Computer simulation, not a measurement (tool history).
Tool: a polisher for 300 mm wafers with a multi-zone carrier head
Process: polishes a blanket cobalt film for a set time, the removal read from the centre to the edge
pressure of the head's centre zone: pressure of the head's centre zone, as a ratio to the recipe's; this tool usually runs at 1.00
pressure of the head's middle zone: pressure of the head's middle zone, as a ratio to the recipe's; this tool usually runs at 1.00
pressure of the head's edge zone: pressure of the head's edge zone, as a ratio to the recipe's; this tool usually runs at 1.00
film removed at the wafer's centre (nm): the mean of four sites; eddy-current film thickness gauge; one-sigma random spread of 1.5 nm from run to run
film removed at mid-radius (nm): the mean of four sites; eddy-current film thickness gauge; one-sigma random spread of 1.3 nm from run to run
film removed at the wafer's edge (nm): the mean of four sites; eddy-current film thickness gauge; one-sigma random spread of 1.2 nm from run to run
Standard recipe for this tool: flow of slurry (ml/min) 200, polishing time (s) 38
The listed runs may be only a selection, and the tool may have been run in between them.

| run | day | flow of slurry (ml/min) | pressure of the head's centre zone | pressure of the head's middle zone | pressure of the head's edge zone | polishing time (s) | wafers since the last listed run | wafers polished on this pad | hours since the slurry nozzle was cleaned | hours since the centre zone pressure was calibrated | hours since the edge zone pressure was calibrated | hours since the carrier head's membrane was replaced | incoming thickness of the incoming film, nm | film removed at the wafer's centre (nm) | film removed at mid-radius (nm) | film removed at the wafer's edge (nm) |
|---|---|---|---|---|---|---|---|---|---|---|---|---|---|---|---|---|
| 1 | 0.000 | 200 | 1.00 | 0.95 | 1.00 | 48 | 0 | 1622 | 286.0 | 406.8 | 264.1 | 1178.2 | 819.0 | 183.6 | 176.1 | 183.7 |
| 2 | 1.975 | 200 | 1.00 | 0.95 | 1.00 | 48 | 547 | 2170 | 333.4 | 454.2 | 311.5 | 1225.6 | 827.1 | 179.0 | 176.0 | 177.7 |
| 3 | 3.567 | 200 | 1.00 | 0.95 | 1.00 | 48 | 441 | 2612 | 371.6 | 492.4 | 349.7 | 1263.8 | 833.3 | 172.3 | 168.3 | 174.4 |
|  | 4.958 | worn pad replaced by a new one |
|  | 9.783 | carrier head's membrane replaced by a new one |
| 4 | 12.300 | 200 | 1.00 | 1.00 | 1.00 | 38 | 2318 | 1979 | 581.2 | 702.0 | 559.3 | 60.4 | 816.6 | 143.7 | 142.7 | 142.2 |
|  | 14.542 | worn pad replaced by a new one |
| 5 | 14.562 | 200 | 1.00 | 1.00 | 1.00 | 38 | 581 | 5 | 635.5 | 756.3 | 613.6 | 114.7 | 819.1 | 147.9 | 153.6 | 149.7 |
| 6 | 16.746 | 200 | 1.00 | 1.04 | 1.00 | 33 | 605 | 611 | 687.9 | 808.7 | 666.0 | 167.1 | 817.9 | 128.9 | 136.9 | 127.8 |
| 7 | 18.754 | 200 | 1.00 | 1.04 | 1.00 | 33 | 557 | 1168 | 736.1 | 856.9 | 714.2 | 215.3 | 826.5 | 127.9 | 136.4 | 127.3 |
|  | 19.175 | centre zone pressure recalibrated |
| 8 | 20.258 | 200 | 1.00 | 1.04 | 1.00 | 33 | 394 | 1562 | 772.2 | 26.0 | 750.3 | 251.4 | 812.3 | 126.9 | 132.3 | 125.7 |
| 9 | 21.358 | 200 | 1.00 | 1.00 | 1.00 | 38 | 305 | 1867 | 798.6 | 52.4 | 776.7 | 277.8 | 821.9 | 141.0 | 148.6 | 143.0 |
|  | 21.788 | slurry nozzle cleaned |
| 10 | 23.512 | 140 | 1.00 | 1.00 | 1.10 | 38 | 586 | 2454 | 41.4 | 104.1 | 828.4 | 329.5 | 831.7 | 125.4 | 131.3 | 134.2 |
|  | 23.804 | worn pad replaced by a new one |
| 11 | 25.183 | 200 | 1.00 | 0.95 | 1.00 | 38 | 417 | 382 | 81.5 | 144.2 | 868.5 | 369.6 | 831.2 | 152.9 | 149.2 | 149.8 |
| 12 | 27.312 | 175 | 1.00 | 1.00 | 0.94 | 47 | 590 | 973 | 132.6 | 195.3 | 919.6 | 420.7 | 826.0 | 180.2 | 183.9 | 174.7 |
| 13 | 30.258 | 200 | 1.00 | 1.00 | 0.90 | 38 | 817 | 1790 | 203.3 | 266.0 | 990.3 | 491.4 | 810.2 | 144.3 | 147.7 | 136.3 |
|  | 31.117 | edge zone pressure recalibrated |
| 14 | 33.129 | 200 | 1.00 | 1.00 | 1.00 | 38 | 773 | 2563 | 272.2 | 334.9 | 48.3 | 560.3 | 820.2 | 136.8 | 139.9 | 139.3 |
| 15 | 35.029 | 265 | 0.91 | 1.00 | 1.07 | 38 | 527 | 3091 | 317.8 | 380.5 | 93.9 | 605.9 | 815.7 | 126.4 | 139.3 | 139.0 |
|  | 35.704 | worn pad replaced by a new one |
| 16 | 37.029 | 260 | 1.11 | 1.00 | 1.00 | 38 | 508 | 367 | 365.8 | 428.5 | 141.9 | 653.9 | 813.7 | 172.6 | 158.7 | 153.7 |
| 17 | 38.721 | 200 | 1.00 | 1.00 | 1.00 | 38 | 469 | 836 | 406.4 | 469.1 | 182.5 | 694.5 | 820.4 | 148.4 | 151.4 | 147.3 |
| 18 | 41.267 | 200 | 1.00 | 1.00 | 1.00 | 38 | 706 | 1543 | 467.5 | 530.2 | 243.6 | 755.6 | 819.6 | 145.2 | 148.6 | 144.8 |
| 19 | 42.892 | 200 | 1.06 | 0.95 | 0.92 | 33 | 450 | 1993 | 506.5 | 569.2 | 282.6 | 794.6 | 829.1 | 128.9 | 121.4 | 116.7 |
| 20 | 44.621 | 200 | 1.00 | 1.00 | 1.00 | 38 | 479 | 2473 | 548.0 | 610.7 | 324.1 | 836.1 | 816.1 | 139.4 | 140.9 | 139.8 |
|  | 44.958 | worn pad replaced by a new one |
| 21 | 46.583 | 135 | 1.00 | 0.93 | 1.00 | 50 | 498 | 451 | 595.1 | 657.8 | 371.2 | 883.2 | 805.8 | 180.6 | 177.6 | 187.6 |

Difference, measured minus no-hidden-state, one row per run. Run-to-run variation is common to both terms; the gauge's own scatter need not be:
The hidden state here: removal rate lost through wear of the pad, %; slurry flow missing at the pad, %; deviation of the centre zone's pressure from its setpoint, %; deviation of the edge zone's pressure from its setpoint, %.
| run | film removed at the wafer's centre (nm) | film removed at mid-radius (nm) | film removed at the wafer's edge (nm) |
|---|---|---|---|
| 1 | -7.2 | -6.9 | -7.3 |
| 2 | -12.5 | -12.3 | -12.4 |
| 3 | -17.7 | -17.3 | -17.9 |
| 4 | -9.5 | -9.4 | -9.4 |
| 5 | -1.3 | -1.4 | -1.4 |
| 6 | -1.8 | -2.0 | -1.8 |
| 7 | -3.5 | -3.8 | -3.5 |
| 8 | -5.6 | -5.8 | -5.6 |
| 9 | -8.4 | -8.9 | -8.5 |
| 10 | -12.5 | -13.1 | -13.5 |
| 11 | -0.8 | -0.8 | -0.7 |
| 12 | -2.9 | -3.0 | -2.8 |
| 13 | -6.9 | -7.1 | -6.5 |
| 14 | -13.9 | -14.2 | -14.1 |
| 15 | -19.2 | -21.1 | -21.0 |
| 16 | -1.5 | -1.3 | -1.3 |
| 17 | -2.4 | -2.4 | -2.4 |
| 18 | -5.7 | -5.9 | -5.7 |
| 19 | -8.1 | -7.6 | -7.3 |
| 20 | -13.4 | -13.5 | -13.4 |
| 21 | -1.2 | -1.2 | -1.3 |

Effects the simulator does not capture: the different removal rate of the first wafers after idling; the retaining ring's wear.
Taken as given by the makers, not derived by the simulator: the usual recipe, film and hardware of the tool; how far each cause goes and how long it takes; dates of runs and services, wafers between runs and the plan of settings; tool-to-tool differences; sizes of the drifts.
